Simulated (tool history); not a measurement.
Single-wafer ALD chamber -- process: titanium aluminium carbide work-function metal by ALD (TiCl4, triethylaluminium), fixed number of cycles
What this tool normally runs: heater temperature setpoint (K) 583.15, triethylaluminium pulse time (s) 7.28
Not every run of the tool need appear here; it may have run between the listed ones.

run	day	heater temperature setpoint (K)	triethylaluminium pulse time (s)	wafers since the last listed run	hours since the last thermocouple change	hours since the last triethylaluminium bottle change	hours since the showerhead was replaced	hours since the gauge calibration	read-back reference wafer on the same gauge, thickness_nm	mean film thickness on the monitor wafer (nm)
1	0.000	573.15	7.28	0	933.2	1171.9	4543.7	35.5	1.979	1.953
2	0.958	583.15	5.83	341	956.2	1194.9	4566.7	58.5	1.978	1.905
3	1.729	583.15	5.83	274	974.7	1213.4	4585.2	77.0	1.978	1.905
4	3.092	583.15	7.28	485	1007.4	1246.1	4617.9	109.7	1.981	2.047
5	4.150	583.15	8.68	377	1032.8	1271.5	4643.3	135.1	1.980	2.132
6	5.492	583.15	8.68	478	1065.0	1303.7	4675.5	167.3	1.982	2.121
7	6.504	583.15	8.68	360	1089.3	1328.0	4699.8	191.6	1.980	2.127
# day 7.354: triethylaluminium bottle replaced
8	7.375	583.15	7.28	191	1110.2	0.5	4720.7	212.5	1.979	2.062
9	7.783	583.15	7.28	145	1120.0	10.3	4730.5	222.3	1.979	2.048
10	8.942	583.15	7.28	412	1147.8	38.1	4758.3	250.1	1.980	2.036
11	9.842	574.15	9.05	320	1169.4	59.7	4779.9	271.7	1.981	2.064
12	10.500	574.15	9.05	234	1185.2	75.5	4795.7	287.5	1.979	2.053
# day 11.412: thermocouple changed; heater temperature recalibrated
13	11.433	596.15	7.28	213	0.5	97.9	4818.1	309.9	1.980	2.174
14	12.854	574.15	9.05	506	34.6	132.0	4852.2	344.0	1.981	2.054
15	13.733	583.15	7.28	313	55.7	153.1	4873.3	365.1	1.981	2.042
16	14.796	592.15	8.48	378	81.2	178.6	4898.8	390.6	1.980	2.213
# day 15.838: showerhead replaced
17	15.858	579.15	10.18	259	106.7	204.1	0.5	416.1	1.982	2.128
18	16.692	598.15	7.28	297	126.7	224.1	20.5	436.1	1.978	2.176
# day 17.300: gauge calibrated
19	17.429	594.15	6.33	262	144.4	241.8	38.2	3.1	1.979	2.063
20	18.367	583.15	4.41	334	166.9	264.3	60.7	25.6	1.981	1.658
21	19.717	583.15	4.60	481	199.3	296.7	93.1	58.0	1.980	1.706
22	20.862	575.15	8.94	408	226.8	324.2	120.6	85.5	1.980	2.057
23	21.742	583.15	5.63	313	247.9	345.3	141.7	106.6	1.982	1.881
24	23.179	583.15	9.06	512	282.4	379.8	176.2	141.1	1.980	2.136
25	23.771	587.15	7.28	210	296.6	394.0	190.4	155.3	1.981	2.084

What if the next run were any one of these 3? Each begins from the tool's condition after run 25:
A	23.788	583.15	7.28	5	297.0	394.4	190.8	155.7	?	?
B	23.788	577.15	7.28	5	297.0	394.4	190.8	155.7	?	?
C	23.788	573.15	5.29	5	297.0	394.4	190.8	155.7	?	?

run	read-back reference wafer on the same gauge, thickness_nm	mean film thickness on the monitor wafer (nm)
A	1.979	2.057
B	1.979	2.003
C	1.979	1.755
What these runs would have given with no unlogged condition in the tool:
run	mean film thickness on the monitor wafer (nm)
A	2.057
B	2.003
C	1.755
